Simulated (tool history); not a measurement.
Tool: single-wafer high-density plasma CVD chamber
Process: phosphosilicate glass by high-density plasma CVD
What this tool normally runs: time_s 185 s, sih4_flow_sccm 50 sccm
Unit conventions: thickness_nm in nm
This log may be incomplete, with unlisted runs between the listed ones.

| run | hour | time_s | sih4_flow_sccm | read-back reference wafer on the same gauge, thickness_nm | thickness_nm |
|---|---|---|---|---|---|
| 1 | 0 | 185 | 50 | 1054.032 | 951.492 |
| 2 | 36.7 | 185 | 50 | 1053.658 | 950.087 |
| 3 | 126.6 | 185 | 50 | 1053.348 | 955.137 |
| 4 | 212.8 | 209 | 50 | 1053.363 | 1076.198 |
| 5 | 285.5 | 185 | 50 | 1053.425 | 945.774 |
| 6 | 382.7 | 164 | 50 | 1052.816 | 841.846 |
| 7 | 480.9 | 164 | 50 | 1053.088 | 843.254 |
| 8 | 558.4 | 185 | 50 | 1052.991 | 951.011 |
| 9 | 658.6 | 185 | 50 | 1053.854 | 950.262 |
| 10 | 755.1 | 185 | 50 | 1052.58 | 950.613 |
| 11 | 821 | 185 | 50 | 1053.931 | 949.179 |
| 12 | 864.6 | 185 | 50 | 1053.39 | 952.421 |
| 13 | 944 | 185 | 50 | 1053.68 | 949.467 |
| 14 | 1028.6 | 185 | 50 | 1053.62 | 948.734 |
| 15 | 1110.3 | 185 | 52 | 1053.018 | 991.888 |
| 16 | 1160 | 167 | 50 | 1053.532 | 858.707 |
|  | 1276.9 | gauge calibrated |
| 17 | 1478.3 | 160 | 57 | 1053.24 | 937.825 |
| 18 | 1584.9 | 163 | 42 | 1053.425 | 706.647 |
|  | 1688.7 | silane flow controller replaced |
| 19 | 1689.2 | 185 | 50 | 1052.669 | 949.221 |
| 20 | 1783.2 | 152 | 43 | 1052.959 | 672.883 |
| 21 | 1997.4 | 185 | 55 | 1052.977 | 1044.7 |
| 22 | 2078.9 | 155 | 44 | 1053.141 | 700.817 |
| 23 | 2140.7 | 160 | 50 | 1052.523 | 823.038 |
| 24 | 2182.7 | 185 | 50 | 1053.721 | 954.445 |
| 25 | 2237.6 | 205 | 54 | 1053.04 | 1135.828 |
| 26 | 2281.6 | 185 | 50 | 1053.617 | 948.022 |
| 27 | 2388.3 | 166 | 44 | 1052.738 | 752.589 |
| 28 | 2468.9 | 185 | 57 | 1052.881 | 1082.284 |
| 29 | 2546.9 | 194 | 60 | 1053.896 | 1195.555 |
| 30 | 2585.2 | 156 | 47 | 1053.692 | 752.778 |

Here are 3 independent what-if runs from the current tool condition. What would each one return?
| A | 2585.7 | 185 | 59 | ? | ? |
| B | 2585.7 | 165 | 53 | ? | ? |
| C | 2585.7 | 155 | 56 | ? | ? |

| run | read-back reference wafer on the same gauge, thickness_nm | thickness_nm |
|---|---|---|
| A | 1053.723 | 1119.399 |
| B | 1053.723 | 898.627 |
| C | 1053.723 | 891.019 |
The same runs, with their run-to-run variation unchanged, on a tool lacking any hidden condition would have given:
| run | thickness_nm |
|---|---|
| A | 1119.399 |
| B | 898.627 |
| C | 891.019 |
